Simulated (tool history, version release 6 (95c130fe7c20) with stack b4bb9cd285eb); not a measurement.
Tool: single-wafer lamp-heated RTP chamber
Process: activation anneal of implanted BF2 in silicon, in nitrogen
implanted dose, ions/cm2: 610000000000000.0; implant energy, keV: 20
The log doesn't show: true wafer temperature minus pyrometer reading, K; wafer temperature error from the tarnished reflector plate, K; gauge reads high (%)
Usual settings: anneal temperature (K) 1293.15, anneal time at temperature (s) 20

| run | day | anneal temperature (K) | anneal time at temperature (s) | wafers since the last listed run | wafers since the last pyrometer calibration | wafers since the reflector plate was cleaned | hours since the gauge calibration | read-back reference wafer on the same gauge, sheet resistance | sheet resistance of the implanted and annealed layer (ohm/square) |
|---|---|---|---|---|---|---|---|---|---|
| 1 | 0 | 1293.15 | 20 | 0 | 68 | 4559 | 1031.7 | 189.39 | 203.76 |
| 2 | 12.683 | 1293.15 | 20 | 2473 | 2542 | 7033 | 1336.1 | 188.91 | 202.55 |
| 3 | 15.375 | 1293.15 | 20 | 524 | 3067 | 7558 | 1400.7 | 188.82 | 203.87 |
|  | 16.617 | pyrometer window cleaned and pyrometer calibrated |
| 4 | 16.988 | 1293.15 | 20 | 249 | 72 | 7808 | 1439.4 | 188.57 | 203.05 |
|  | 19.392 | reflector plate cleaned |
| 5 | 19.525 | 1310.15 | 20 | 429 | 502 | 26 | 1500.3 | 188.64 | 195.75 |
| 6 | 22.346 | 1310.15 | 20 | 550 | 1052 | 576 | 1568 | 188.55 | 195.38 |
| 7 | 23.992 | 1293.15 | 14 | 320 | 1373 | 897 | 1607.5 | 188.25 | 206.66 |
| 8 | 26.204 | 1315.15 | 20 | 431 | 1804 | 1328 | 1660.6 | 188.22 | 191.88 |
| 9 | 27.867 | 1293.15 | 20 | 324 | 2129 | 1652 | 1700.5 | 187.95 | 202.16 |
|  | 31.717 | pyrometer window cleaned and pyrometer calibrated |
| 10 | 37.75 | 1293.15 | 20 | 1862 | 1177 | 3515 | 1937.7 | 187.43 | 201.09 |
| 11 | 40.871 | 1293.15 | 20 | 608 | 1785 | 4124 | 2012.6 | 187.04 | 200.6 |
|  | 41.254 | gauge calibrated |
| 12 | 43.704 | 1293.15 | 20 | 552 | 2338 | 4676 | 58.8 | 190.11 | 204.91 |
| 13 | 47.383 | 1293.15 | 20 | 717 | 3055 | 5394 | 147.1 | 190.3 | 204.14 |
|  | 49.267 | pyrometer window cleaned and pyrometer calibrated |
| 14 | 49.288 | 1293.15 | 9 | 306 | 4 | 5700 | 192.8 | 190.04 | 214.4 |
| 15 | 58.9 | 1293.15 | 20 | 1874 | 1878 | 7575 | 423.5 | 190.17 | 204.35 |
|  | 61.083 | reflector plate cleaned |
| 16 | 63.025 | 1275.15 | 12 | 739 | 2618 | 378 | 522.5 | 189.97 | 222.69 |
| 17 | 64.625 | 1293.15 | 20 | 312 | 2930 | 690 | 560.9 | 189.91 | 204.59 |
| 18 | 66.967 | 1264.15 | 28 | 456 | 3387 | 1147 | 617.1 | 189.99 | 218.22 |
|  | 68.358 | pyrometer window cleaned and pyrometer calibrated |
| 19 | 70.033 | 1312.15 | 30 | 533 | 326 | 1680 | 690.7 | 189.83 | 191.66 |

Run 20 comes next. What will it give?
| 20 | 72.408 | 1304.15 | 20 | 463 | 789 | 2143 | 747.7 | ? | ? |

{"run 20": {"read-back reference wafer on the same gauge, sheet resistance": 189.86, "sheet resistance of the implanted and annealed layer (ohm/square)": 199.5}}
Without the tool's hidden state the same run would have given sheet resistance of the implanted and annealed layer (ohm/square) 199.64.

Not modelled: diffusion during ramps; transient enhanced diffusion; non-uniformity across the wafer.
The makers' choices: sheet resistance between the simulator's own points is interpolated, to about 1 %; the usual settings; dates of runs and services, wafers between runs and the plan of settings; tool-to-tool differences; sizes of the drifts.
